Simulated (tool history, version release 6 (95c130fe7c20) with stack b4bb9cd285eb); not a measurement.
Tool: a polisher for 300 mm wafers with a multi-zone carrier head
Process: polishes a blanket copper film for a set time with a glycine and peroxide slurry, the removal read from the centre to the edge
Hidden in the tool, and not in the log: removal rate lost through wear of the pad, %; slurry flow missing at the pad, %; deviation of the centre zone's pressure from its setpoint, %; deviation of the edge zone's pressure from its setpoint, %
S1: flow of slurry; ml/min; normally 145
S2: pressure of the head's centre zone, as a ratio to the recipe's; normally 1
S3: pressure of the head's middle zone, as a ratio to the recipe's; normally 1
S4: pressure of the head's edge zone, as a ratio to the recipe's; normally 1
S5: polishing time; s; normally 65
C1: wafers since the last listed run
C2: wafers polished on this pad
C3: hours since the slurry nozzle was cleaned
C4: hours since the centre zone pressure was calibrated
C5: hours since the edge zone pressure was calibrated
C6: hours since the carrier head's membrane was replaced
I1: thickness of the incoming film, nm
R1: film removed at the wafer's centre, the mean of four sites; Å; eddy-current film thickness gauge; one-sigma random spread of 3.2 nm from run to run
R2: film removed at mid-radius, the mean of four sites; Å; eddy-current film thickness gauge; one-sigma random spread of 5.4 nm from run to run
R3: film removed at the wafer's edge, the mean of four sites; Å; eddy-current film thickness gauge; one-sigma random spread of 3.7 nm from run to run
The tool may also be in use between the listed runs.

{"run": 1, "day": 0.0, "S1": 160, "S2": 1, "S3": 0.89, "S4": 1, "S5": 58, "C1": 0, "C2": 603, "C3": 539.1, "C4": 73.2, "C5": 1168.3, "C6": 49, "I1": 2045.4, "R1": 3858, "R2": 3413, "R3": 3690}
{"day": 0.542, "done": "slurry nozzle cleaned"}
{"run": 2, "day": 0.633, "S1": 100, "S2": 0.97, "S3": 1, "S4": 1.11, "S5": 47, "C1": 174, "C2": 778, "C3": 2.2, "C4": 88.4, "C5": 1183.5, "C6": 64.2, "I1": 2057.1, "R1": 2774, "R2": 2888, "R3": 3021}
{"run": 3, "day": 1.15, "S1": 145, "S2": 1.03, "S3": 1, "S4": 0.89, "S5": 85, "C1": 152, "C2": 931, "C3": 14.6, "C4": 100.8, "C5": 1195.9, "C6": 76.6, "I1": 2064.5, "R1": 5971, "R2": 5592, "R3": 5140}
{"run": 4, "day": 1.758, "S1": 145, "S2": 1, "S3": 0.95, "S4": 1, "S5": 65, "C1": 179, "C2": 1111, "C3": 29.2, "C4": 115.4, "C5": 1210.5, "C6": 91.2, "I1": 2049.9, "R1": 4398, "R2": 4169, "R3": 4192}
{"day": 2.267, "done": "worn pad replaced by a new one"}
{"run": 5, "day": 2.292, "S1": 180, "S2": 1.04, "S3": 1, "S4": 1, "S5": 50, "C1": 108, "C2": 7, "C3": 42, "C4": 128.2, "C5": 1223.3, "C6": 104, "I1": 2020.1, "R1": 3681, "R2": 3540, "R3": 3265}
{"run": 6, "day": 2.579, "S1": 125, "S2": 1, "S3": 1.07, "S4": 1, "S5": 65, "C1": 84, "C2": 92, "C3": 48.9, "C4": 135.1, "C5": 1230.2, "C6": 110.9, "I1": 2044.2, "R1": 4183, "R2": 4301, "R3": 4034}
{"run": 7, "day": 2.992, "S1": 125, "S2": 1, "S3": 1, "S4": 1.09, "S5": 74, "C1": 121, "C2": 214, "C3": 58.8, "C4": 145, "C5": 1240.1, "C6": 120.8, "I1": 2094.2, "R1": 4705, "R2": 4652, "R3": 4786}
{"run": 8, "day": 3.4, "S1": 145, "S2": 1, "S3": 1, "S4": 1, "S5": 65, "C1": 120, "C2": 334, "C3": 68.6, "C4": 154.8, "C5": 1249.9, "C6": 130.6, "I1": 2068.3, "R1": 4327, "R2": 4361, "R3": 4259}
{"run": 9, "day": 3.912, "S1": 175, "S2": 1, "S3": 1, "S4": 1, "S5": 75, "C1": 151, "C2": 486, "C3": 80.9, "C4": 167.1, "C5": 1262.2, "C6": 142.9, "I1": 2085.2, "R1": 5261, "R2": 5245, "R3": 4949}
{"run": 10, "day": 4.183, "S1": 145, "S2": 0.95, "S3": 0.91, "S4": 0.89, "S5": 54, "C1": 80, "C2": 566, "C3": 87.4, "C4": 173.6, "C5": 1268.7, "C6": 149.4, "I1": 2055.3, "R1": 3390, "R2": 3250, "R3": 3260}
{"run": 11, "day": 4.608, "S1": 125, "S2": 1, "S3": 1, "S4": 0.93, "S5": 65, "C1": 125, "C2": 691, "C3": 97.6, "C4": 183.8, "C5": 1278.9, "C6": 159.6, "I1": 2067.2, "R1": 4115, "R2": 4149, "R3": 3827}
{"day": 4.888, "done": "edge zone pressure recalibrated"}
{"run": 12, "day": 5.046, "S1": 125, "S2": 1.05, "S3": 1, "S4": 1, "S5": 65, "C1": 104, "C2": 796, "C3": 108.1, "C4": 194.3, "C5": 3.8, "C6": 170.1, "I1": 2053.2, "R1": 4268, "R2": 4113, "R3": 4053}
{"run": 13, "day": 5.612, "S1": 145, "S2": 1, "S3": 1, "S4": 1, "S5": 65, "C1": 167, "C2": 964, "C3": 121.7, "C4": 207.9, "C5": 17.4, "C6": 183.7, "I1": 2035.5, "R1": 4352, "R2": 4256, "R3": 4176}
{"day": 5.954, "done": "worn pad replaced by a new one"}
{"run": 14, "day": 5.975, "S1": 100, "S2": 0.96, "S3": 0.94, "S4": 1, "S5": 45, "C1": 57, "C2": 6, "C3": 130.4, "C4": 216.6, "C5": 26.1, "C6": 192.4, "I1": 2029.5, "R1": 2524, "R2": 2460, "R3": 2679}
{"run": 15, "day": 6.262, "S1": 180, "S2": 1.11, "S3": 1, "S4": 1, "S5": 65, "C1": 84, "C2": 91, "C3": 137.3, "C4": 223.5, "C5": 33, "C6": 199.3, "I1": 2025.9, "R1": 5040, "R2": 4440, "R3": 4280}
{"run": 16, "day": 6.858, "S1": 145, "S2": 1, "S3": 0.94, "S4": 1, "S5": 58, "C1": 176, "C2": 267, "C3": 151.6, "C4": 237.8, "C5": 47.3, "C6": 213.6, "I1": 2070.9, "R1": 3765, "R2": 3594, "R3": 3720}
{"run": 17, "day": 7.279, "S1": 170, "S2": 1, "S3": 1, "S4": 1.05, "S5": 84, "C1": 124, "C2": 391, "C3": 161.7, "C4": 247.9, "C5": 57.4, "C6": 223.7, "I1": 2057.8, "R1": 5715, "R2": 5655, "R3": 5518}
{"run": 18, "day": 7.721, "S1": 145, "S2": 0.96, "S3": 1, "S4": 1, "S5": 65, "C1": 130, "C2": 522, "C3": 172.3, "C4": 258.5, "C5": 68, "C6": 234.3, "I1": 2038.4, "R1": 4043, "R2": 4246, "R3": 4123}
{"run": 19, "day": 8.246, "S1": 145, "S2": 1, "S3": 1, "S4": 1, "S5": 65, "C1": 155, "C2": 677, "C3": 184.9, "C4": 271.1, "C5": 80.6, "C6": 246.9, "I1": 2051.4, "R1": 4235, "R2": 4279, "R3": 4043}
{"run": 20, "day": 8.75, "S1": 190, "S2": 1, "S3": 1, "S4": 1, "S5": 72, "C1": 149, "C2": 826, "C3": 197, "C4": 283.2, "C5": 92.7, "C6": 259, "I1": 2044.3, "R1": 5027, "R2": 4935, "R3": 4768}
{"run": 21, "day": 9.154, "S1": 145, "S2": 1, "S3": 1, "S4": 1, "S5": 65, "C1": 119, "C2": 946, "C3": 206.7, "C4": 292.9, "C5": 102.4, "C6": 268.7, "I1": 2013.7, "R1": 4216, "R2": 4194, "R3": 4077}

Each row is a separate what-if for the run after 21, all from the same tool condition, not one after another. Results?
{"run": "A", "day": 9.171, "S1": 145, "S2": 1, "S3": 1, "S4": 1, "S5": 65, "C1": 4, "C2": 951, "C3": 207.1, "C4": 293.3, "C5": 102.8, "C6": 269.1, "I1": 2067, "R1": "?", "R2": "?", "R3": "?"}
{"run": "B", "day": 9.171, "S1": 145, "S2": 1, "S3": 1, "S4": 1.07, "S5": 65, "C1": 4, "C2": 951, "C3": 207.1, "C4": 293.3, "C5": 102.8, "C6": 269.1, "I1": 2067, "R1": "?", "R2": "?", "R3": "?"}
{"run": "C", "day": 9.171, "S1": 145, "S2": 1, "S3": 1, "S4": 1, "S5": 80, "C1": 4, "C2": 951, "C3": 207.1, "C4": 293.3, "C5": 102.8, "C6": 269.1, "I1": 2067, "R1": "?", "R2": "?", "R3": "?"}
{"run": "D", "day": 9.171, "S1": 145, "S2": 1.11, "S3": 1, "S4": 1, "S5": 65, "C1": 4, "C2": 951, "C3": 207.1, "C4": 293.3, "C5": 102.8, "C6": 269.1, "I1": 2067, "R1": "?", "R2": "?", "R3": "?"}
{"run": "E", "day": 9.171, "S1": 145, "S2": 1, "S3": 1.06, "S4": 1, "S5": 65, "C1": 4, "C2": 951, "C3": 207.1, "C4": 293.3, "C5": 102.8, "C6": 269.1, "I1": 2067, "R1": "?", "R2": "?", "R3": "?"}

run=A R1=4244 R2=4170 R3=4103
run=B R1=4244 R2=4169 R3=4242
run=C R1=5224 R2=5132 R3=5050
run=D R1=4715 R2=4167 R3=4103
run=E R1=4246 R2=4381 R3=4100
Take away the tool's hidden state, keep each run's random variation, and the runs would have read:
run=A R1=4419 R2=4320 R3=4208
run=B R1=4419 R2=4320 R3=4350
run=C R1=5439 R2=5317 R3=5178
run=D R1=4909 R2=4317 R3=4207
run=E R1=4421 R2=4539 R3=4204

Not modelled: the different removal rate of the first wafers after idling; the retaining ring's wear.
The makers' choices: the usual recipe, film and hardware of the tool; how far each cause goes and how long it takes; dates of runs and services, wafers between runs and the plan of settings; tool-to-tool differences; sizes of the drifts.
